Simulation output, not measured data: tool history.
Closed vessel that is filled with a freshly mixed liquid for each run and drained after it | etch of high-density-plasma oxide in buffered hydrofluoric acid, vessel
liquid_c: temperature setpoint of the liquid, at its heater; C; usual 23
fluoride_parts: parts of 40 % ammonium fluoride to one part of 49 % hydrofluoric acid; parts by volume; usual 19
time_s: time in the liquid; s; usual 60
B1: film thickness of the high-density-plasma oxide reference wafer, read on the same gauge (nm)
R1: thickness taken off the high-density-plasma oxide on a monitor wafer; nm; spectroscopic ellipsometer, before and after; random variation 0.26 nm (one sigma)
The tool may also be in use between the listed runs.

run 1 hour=0 | liquid_c=23 fluoride_parts=19 time_s=60 | B1=29.99 | R1=40.35
run 2 hour=73.2 | liquid_c=23 fluoride_parts=23.5 time_s=60 | B1=29.99 | R1=34.03
run 3 hour=163 | liquid_c=23 fluoride_parts=19 time_s=80 | B1=29.98 | R1=53.79
run 4 hour=260.3 | liquid_c=23 fluoride_parts=19 time_s=80 | B1=29.99 | R1=54.88
-- hour=363 thermometer replaced
run 5 hour=363.4 | liquid_c=23 fluoride_parts=19 time_s=60 | B1=30 | R1=43.69
run 6 hour=421.3 | liquid_c=23 fluoride_parts=19 time_s=60 | B1=29.99 | R1=43.5
run 7 hour=521.5 | liquid_c=23 fluoride_parts=19 time_s=60 | B1=30 | R1=43.68
-- hour=533.5 hydrofluoric acid flow meter replaced
run 8 hour=626.6 | liquid_c=23 fluoride_parts=19 time_s=60 | B1=29.99 | R1=40.85
run 9 hour=666.6 | liquid_c=23 fluoride_parts=19 time_s=60 | B1=30 | R1=41.2
run 10 hour=758.8 | liquid_c=26 fluoride_parts=23 time_s=75 | B1=29.98 | R1=52.24
run 11 hour=807.7 | liquid_c=26 fluoride_parts=13 time_s=35 | B1=29.99 | R1=40.58
run 12 hour=846.4 | liquid_c=27.5 fluoride_parts=12.5 time_s=45 | B1=30.03 | R1=58.87
run 13 hour=885.1 | liquid_c=23 fluoride_parts=19 time_s=60 | B1=29.98 | R1=40.93
run 14 hour=939.2 | liquid_c=23 fluoride_parts=19 time_s=60 | B1=30.02 | R1=41.23
run 15 hour=1027 | liquid_c=20 fluoride_parts=19 time_s=35 | B1=30 | R1=20.3
run 16 hour=1114.1 | liquid_c=23 fluoride_parts=19 time_s=60 | B1=30 | R1=41.5
run 17 hour=1178.6 | liquid_c=23 fluoride_parts=17 time_s=75 | B1=30 | R1=57.48
run 18 hour=1259.5 | liquid_c=23 fluoride_parts=19 time_s=45 | B1=30.02 | R1=31.11
-- hour=1331.6 gauge calibrated
run 19 hour=1352.2 | liquid_c=18.5 fluoride_parts=19 time_s=95 | B1=30.01 | R1=51.4
run 20 hour=1430.8 | liquid_c=21.5 fluoride_parts=19 time_s=60 | B1=30.04 | R1=38.35
run 21 hour=1488.9 | liquid_c=23 fluoride_parts=15 time_s=60 | B1=30.03 | R1=52.62
run 22 hour=1580.2 | liquid_c=21.5 fluoride_parts=16 time_s=50 | B1=29.97 | R1=37.98
run 23 hour=1664.3 | liquid_c=27.5 fluoride_parts=12.5 time_s=45 | B1=29.98 | R1=60.49
run 24 hour=1745.6 | liquid_c=23 fluoride_parts=19 time_s=60 | B1=30.04 | R1=41.9
run 25 hour=1848.9 | liquid_c=21.5 fluoride_parts=16 time_s=50 | B1=30.01 | R1=37.98
-- hour=1876.6 hydrofluoric acid flow meter replaced
run 26 hour=1931.9 | liquid_c=23 fluoride_parts=22 time_s=95 | B1=30.03 | R1=55.12
run 27 hour=1978.3 | liquid_c=23 fluoride_parts=19 time_s=60 | B1=29.99 | R1=39.88
run 28 hour=2060.9 | liquid_c=23 fluoride_parts=16.5 time_s=60 | B1=30.01 | R1=45.8
run 29 hour=2156.4 | liquid_c=23 fluoride_parts=16 time_s=60 | B1=29.98 | R1=47.08
run 30 hour=2205.5 | liquid_c=19 fluoride_parts=14.5 time_s=35 | B1=29.99 | R1=24.43
run 31 hour=2256.8 | liquid_c=25.5 fluoride_parts=26.5 time_s=95 | B1=29.95 | R1=56.53
run 32 hour=2312.9 | liquid_c=23 fluoride_parts=19 time_s=60 | B1=29.98 | R1=40.03

3 ways to go on from here, each from the tool as it stands after run 32. What would each give?
run A hour=2313.6 | liquid_c=23 fluoride_parts=19 time_s=60 | B1=? | R1=?
run B hour=2313.6 | liquid_c=21 fluoride_parts=23 time_s=90 | B1=? | R1=?
run C hour=2313.6 | liquid_c=26 fluoride_parts=15.5 time_s=60 | B1=? | R1=?

run=A B1=30.01 R1=40.06
run=B B1=30.01 R1=45.92
run=C B1=30.01 R1=57.73
Without the tool's hidden state the same runs would have given:
run=A R1=41.62
run=B R1=48.24
run=C R1=59.89
